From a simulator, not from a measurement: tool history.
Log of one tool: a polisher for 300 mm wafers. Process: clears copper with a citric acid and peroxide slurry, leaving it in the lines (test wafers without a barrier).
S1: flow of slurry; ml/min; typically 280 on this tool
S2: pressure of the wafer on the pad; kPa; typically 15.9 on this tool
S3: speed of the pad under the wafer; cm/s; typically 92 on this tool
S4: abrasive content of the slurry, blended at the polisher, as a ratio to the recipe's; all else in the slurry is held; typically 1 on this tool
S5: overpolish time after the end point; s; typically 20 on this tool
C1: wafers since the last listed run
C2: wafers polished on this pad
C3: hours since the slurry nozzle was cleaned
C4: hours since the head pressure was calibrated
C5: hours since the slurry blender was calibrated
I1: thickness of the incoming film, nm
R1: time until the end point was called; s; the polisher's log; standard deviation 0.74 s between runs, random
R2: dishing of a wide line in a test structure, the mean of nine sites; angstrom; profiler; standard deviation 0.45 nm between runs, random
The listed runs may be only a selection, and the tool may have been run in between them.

{"run": 1, "day": 0.0, "S1": 280, "S2": 15.9, "S3": 92, "S4": 1, "S5": 20, "C1": 0, "C2": 66, "C3": 466.5, "C4": 334.4, "C5": 110.2, "I1": 156.3, "R1": 81.2, "R2": 177}
{"run": 2, "day": 2.6, "S1": 280, "S2": 15.9, "S3": 92, "S4": 1, "S5": 20, "C1": 280, "C2": 347, "C3": 528.9, "C4": 396.8, "C5": 172.6, "I1": 158.5, "R1": 80.9, "R2": 178}
{"run": 3, "day": 4.825, "S1": 280, "S2": 15.9, "S3": 92, "S4": 1, "S5": 20, "C1": 240, "C2": 587, "C3": 582.3, "C4": 450.2, "C5": 226, "I1": 156.7, "R1": 79.8, "R2": 189}
{"run": 4, "day": 5.838, "S1": 280, "S2": 15.9, "S3": 92, "S4": 1, "S5": 20, "C1": 109, "C2": 696, "C3": 606.6, "C4": 474.5, "C5": 250.3, "I1": 155.5, "R1": 80, "R2": 187}
{"day": 7.588, "done": "slurry blender recalibrated"}
{"run": 5, "day": 8.642, "S1": 280, "S2": 15.9, "S3": 92, "S4": 1, "S5": 20, "C1": 293, "C2": 989, "C3": 673.9, "C4": 541.8, "C5": 25.3, "I1": 155.1, "R1": 81, "R2": 183}
{"day": 9.008, "done": "worn pad replaced by a new one"}
{"run": 6, "day": 9.942, "S1": 280, "S2": 15.9, "S3": 92, "S4": 1, "S5": 20, "C1": 122, "C2": 100, "C3": 705.1, "C4": 573, "C5": 56.5, "I1": 154, "R1": 80.8, "R2": 186}
{"run": 7, "day": 12.658, "S1": 280, "S2": 15.9, "S3": 72, "S4": 1, "S5": 20, "C1": 293, "C2": 393, "C3": 770.3, "C4": 638.2, "C5": 121.7, "I1": 154.1, "R1": 100.6, "R2": 162}
{"run": 8, "day": 14.246, "S1": 280, "S2": 15.9, "S3": 92, "S4": 1, "S5": 20, "C1": 171, "C2": 565, "C3": 808.4, "C4": 676.3, "C5": 159.8, "I1": 156.2, "R1": 79.7, "R2": 183}
{"day": 14.821, "done": "head pressure recalibrated"}
{"day": 16.208, "done": "worn pad replaced by a new one"}
{"run": 9, "day": 16.462, "S1": 280, "S2": 15.9, "S3": 92, "S4": 1.15, "S5": 20, "C1": 212, "C2": 27, "C3": 861.6, "C4": 39.4, "C5": 213, "I1": 154.7, "R1": 79.4, "R2": 185}
{"day": 17.729, "done": "slurry nozzle cleaned"}
{"run": 10, "day": 18.142, "S1": 280, "S2": 11.7, "S3": 64, "S4": 1, "S5": 20, "C1": 176, "C2": 204, "C3": 9.9, "C4": 79.7, "C5": 253.3, "I1": 156.4, "R1": 141.2, "R2": 128}
{"day": 18.658, "done": "slurry blender recalibrated"}
{"run": 11, "day": 20.579, "S1": 350, "S2": 15.9, "S3": 92, "S4": 1.1, "S5": 20, "C1": 253, "C2": 458, "C3": 68.4, "C4": 138.2, "C5": 46.1, "I1": 154, "R1": 80.5, "R2": 187}
{"day": 21.292, "done": "head pressure recalibrated, repeated, since the last time left the tool worse"}
{"run": 12, "day": 23.462, "S1": 335, "S2": 15.9, "S3": 76, "S4": 1.1, "S5": 20, "C1": 302, "C2": 760, "C3": 137.6, "C4": 52.1, "C5": 115.3, "I1": 155.5, "R1": 90.5, "R2": 176}
{"run": 13, "day": 24.608, "S1": 280, "S2": 15.9, "S3": 92, "S4": 1, "S5": 20, "C1": 123, "C2": 883, "C3": 165.1, "C4": 79.6, "C5": 142.8, "I1": 155.3, "R1": 80.3, "R2": 189}
{"day": 25.688, "done": "worn pad replaced by a new one"}
{"run": 14, "day": 27.112, "S1": 280, "S2": 15.9, "S3": 112, "S4": 1, "S5": 20, "C1": 252, "C2": 153, "C3": 225.2, "C4": 139.7, "C5": 202.9, "I1": 157.8, "R1": 65.6, "R2": 204}

Here are 4 independent what-if runs from the current tool condition. What would each one return?
{"run": "A", "day": 27.133, "S1": 280, "S2": 15.9, "S3": 92, "S4": 0.75, "S5": 20, "C1": 2, "C2": 155, "C3": 225.7, "C4": 140.2, "C5": 203.4, "I1": 155, "R1": "?", "R2": "?"}
{"run": "B", "day": 27.133, "S1": 280, "S2": 15.9, "S3": 70, "S4": 1, "S5": 20, "C1": 2, "C2": 155, "C3": 225.7, "C4": 140.2, "C5": 203.4, "I1": 155, "R1": "?", "R2": "?"}
{"run": "C", "day": 27.133, "S1": 365, "S2": 15.9, "S3": 62, "S4": 1, "S5": 20, "C1": 2, "C2": 155, "C3": 225.7, "C4": 140.2, "C5": 203.4, "I1": 155, "R1": "?", "R2": "?"}
{"run": "D", "day": 27.133, "S1": 280, "S2": 14.5, "S3": 92, "S4": 1, "S5": 30, "C1": 2, "C2": 155, "C3": 225.7, "C4": 140.2, "C5": 203.4, "I1": 155, "R1": "?", "R2": "?"}

run=A R1=83.6 R2=188
run=B R1=102.8 R2=166
run=C R1=112.8 R2=156
run=D R1=83.2 R2=231
With no hidden state in the tool, these same runs would have given:
run=A R1=81.4 R2=191
run=B R1=100 R2=169
run=C R1=109.8 R2=159
run=D R1=81 R2=234
